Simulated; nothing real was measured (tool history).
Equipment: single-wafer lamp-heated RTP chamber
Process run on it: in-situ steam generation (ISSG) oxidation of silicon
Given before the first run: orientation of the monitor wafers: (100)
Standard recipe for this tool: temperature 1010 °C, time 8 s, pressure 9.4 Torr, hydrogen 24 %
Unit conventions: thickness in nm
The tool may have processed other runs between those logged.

run	day	temperature	time	pressure	hydrogen	wafers since the last listed run	wafers since the last pyrometer calibration	hours since the pressure gauge was zeroed	hours since the hydrogen flow controller was replaced	hours since the gauge calibration	read-back reference wafer on the same gauge, thickness	thickness
1	0.000	1010	5	9.4	24	0	284	2554.3	3516.3	321.8	3.919	3.259
2	4.100	1010	8	9.4	24	1079	1364	2652.7	3614.7	420.2	3.922	3.984
3	6.475	1010	8	9.4	24	625	1989	2709.7	3671.7	477.2	3.920	3.983
4	10.333	1010	8	9.4	24	1016	3006	2802.3	3764.3	569.8	3.921	4.012
# day 12.712: pyrometer window cleaned and pyrometer calibrated
5	14.525	1003	8	9.4	24	1016	477	2902.9	3864.9	670.4	3.920	3.881
6	16.179	1003	8	9.4	24	435	912	2942.6	3904.6	710.1	3.920	3.880
7	17.867	1003	8	9.4	24	444	1357	2983.1	3945.1	750.6	3.920	3.892
8	19.633	1010	8	9.4	19	465	1822	3025.5	3987.5	793.0	3.920	3.760
9	22.954	1010	8	9.4	19	874	2697	3105.2	4067.2	872.7	3.919	3.779
# day 25.842: pyrometer window cleaned and pyrometer calibrated
10	25.862	1010	8	9.4	24	678	5	3175.0	4137.0	942.5	3.922	3.955
11	27.575	1010	8	9.4	24	451	456	3216.1	4178.1	983.6	3.921	3.957
# day 28.171: gauge calibrated
12	31.508	1010	8	9.9	19	1035	1492	3310.5	4272.5	80.1	3.919	3.715
# day 33.912: pressure gauge zeroed
13	35.729	1010	9	8.7	24	1023	2516	43.6	4373.8	181.4	3.919	4.259
14	37.942	1022	11	8.6	27	582	3099	96.7	4426.9	234.5	3.920	5.045
# day 39.225: pyrometer window cleaned and pyrometer calibrated
15	41.417	1028	5	10.2	30	827	576	180.1	4510.3	317.9	3.919	3.555
16	42.954	1010	8	8.6	24	404	981	217.0	4547.2	354.8	3.920	4.003
17	46.004	1010	8	9.4	24	803	1785	290.2	4620.4	428.0	3.921	3.984
# day 49.846: hydrogen flow controller replaced
18	50.325	1029	8	9.4	28	1050	2835	393.9	11.5	531.7	3.921	4.450
19	52.508	1010	8	10.1	30	575	3410	446.3	63.9	584.1	3.920	4.171
20	54.229	1010	6	8.8	30	453	3863	487.6	105.2	625.4	3.921	3.838
# day 54.933: pyrometer window cleaned and pyrometer calibrated
21	57.688	1010	8	9.4	24	823	725	570.6	188.2	708.4	3.919	3.962
22	60.300	1010	8	9.4	24	688	1413	633.3	250.9	771.1	3.920	3.989
23	64.029	1017	5	9.4	29	982	2395	722.8	340.4	860.6	3.920	3.534

Forecast each of these 3 alternatives for the next run:
A	64.046	1010	8	9.4	24	4	2399	723.2	340.8	861.0	?	?
B	64.046	1010	8	9.8	30	4	2399	723.2	340.8	861.0	?	?
C	64.046	1010	10	9.4	15	4	2399	723.2	340.8	861.0	?	?

run	read-back reference wafer on the same gauge, thickness	thickness
A	3.919	3.984
B	3.919	4.182
C	3.919	3.920
Stripped of hidden state, with their random variation kept, the same runs would have yielded:
run	thickness
A	3.922
B	4.117
C	3.854
